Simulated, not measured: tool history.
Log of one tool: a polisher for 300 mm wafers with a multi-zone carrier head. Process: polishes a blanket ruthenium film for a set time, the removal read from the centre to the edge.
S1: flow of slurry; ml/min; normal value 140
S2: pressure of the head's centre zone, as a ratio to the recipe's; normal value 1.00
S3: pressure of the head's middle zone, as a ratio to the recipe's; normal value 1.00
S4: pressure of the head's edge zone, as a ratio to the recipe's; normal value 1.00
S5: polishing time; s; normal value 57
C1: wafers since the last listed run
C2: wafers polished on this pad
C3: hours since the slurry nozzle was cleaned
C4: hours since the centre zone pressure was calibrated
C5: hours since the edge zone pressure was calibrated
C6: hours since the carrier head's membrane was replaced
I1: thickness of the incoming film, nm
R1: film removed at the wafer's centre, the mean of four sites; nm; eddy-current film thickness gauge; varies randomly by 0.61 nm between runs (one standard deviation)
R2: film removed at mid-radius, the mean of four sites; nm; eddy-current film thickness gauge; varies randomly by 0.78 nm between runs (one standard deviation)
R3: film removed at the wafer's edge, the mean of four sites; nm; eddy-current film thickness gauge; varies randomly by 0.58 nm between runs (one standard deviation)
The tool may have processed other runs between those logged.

run	day	S1	S2	S3	S4	S5	C1	C2	C3	C4	C5	C6	I1	R1	R2	R3
1	0.000	140	1.00	1.00	1.00	57	0	1679	298.7	716.5	165.5	1538.7	451.2	76.4	74.0	71.1
# day 0.175: worn pad replaced by a new one
2	1.392	140	1.00	1.00	1.00	57	379	377	332.1	749.9	198.9	1572.1	464.0	76.5	73.1	71.4
3	3.175	140	1.00	1.00	1.00	57	552	930	374.9	792.7	241.7	1614.9	459.4	76.7	73.4	71.2
4	4.717	140	1.00	1.00	1.00	57	477	1408	411.9	829.7	278.7	1651.9	457.3	77.2	73.1	71.5
# day 5.667: worn pad replaced by a new one
5	6.762	140	1.00	1.00	1.00	57	582	340	461.0	878.8	327.8	1701.0	457.0	77.6	72.3	71.3
# day 7.446: centre zone pressure recalibrated
6	8.667	140	1.00	1.00	1.00	57	564	904	506.7	29.3	373.5	1746.7	468.3	71.7	72.5	70.7
# day 10.696: worn pad replaced by a new one
7	11.171	140	1.00	1.00	1.00	57	724	146	566.8	89.4	433.6	1806.8	468.9	71.6	72.4	71.1
# day 12.942: slurry nozzle cleaned
8	13.029	140	1.00	1.00	1.00	57	563	709	2.1	134.0	478.2	1851.4	453.7	71.1	73.2	71.1
9	14.896	140	1.00	1.05	1.04	72	578	1288	46.9	178.8	523.0	1896.2	463.5	90.5	93.7	91.0
# day 16.017: worn pad replaced by a new one
10	16.925	90	0.89	0.97	1.00	48	577	281	95.6	227.5	571.7	1944.9	452.6	48.3	55.1	55.3
# day 17.312: edge zone pressure recalibrated
# day 18.633: carrier head's membrane replaced by a new one
11	19.838	140	1.00	1.00	1.00	57	812	1094	165.5	297.4	60.6	28.9	458.5	73.4	72.2	71.9
# day 21.362: worn pad replaced by a new one
12	21.408	185	0.91	0.97	0.97	57	435	14	203.2	335.1	98.3	66.6	461.4	70.5	75.0	72.7
13	23.217	100	1.00	1.00	1.07	57	560	574	246.6	378.5	141.7	110.0	460.7	68.1	68.2	70.4
14	24.625	105	1.00	1.00	1.00	39	436	1011	280.4	412.3	175.5	143.8	463.5	47.4	46.9	47.1

Branching from run 14: 5 alternative next runs. What would each branch give?
A	24.642	140	1.00	1.00	1.00	57	5	1016	280.8	412.7	175.9	144.2	465.4	?	?	?
B	24.642	140	1.06	1.00	1.00	57	5	1016	280.8	412.7	175.9	144.2	465.4	?	?	?
C	24.642	95	0.96	1.00	1.00	57	5	1016	280.8	412.7	175.9	144.2	465.4	?	?	?
D	24.642	140	1.00	1.00	0.89	57	5	1016	280.8	412.7	175.9	144.2	465.4	?	?	?
E	24.642	140	1.00	1.00	1.06	69	5	1016	280.8	412.7	175.9	144.2	465.4	?	?	?

run	R1	R2	R3
A	73.8	72.4	69.9
B	78.2	72.4	69.9
C	64.2	66.4	65.9
D	73.8	72.4	66.2
E	89.3	87.6	87.1
With the hidden condition removed and each run's random variation left untouched, the same runs would have given:
run	R1	R2	R3
A	70.1	72.4	69.9
B	74.4	72.4	69.9
C	61.0	66.5	65.9
D	70.1	72.4	66.2
E	84.9	87.7	87.1
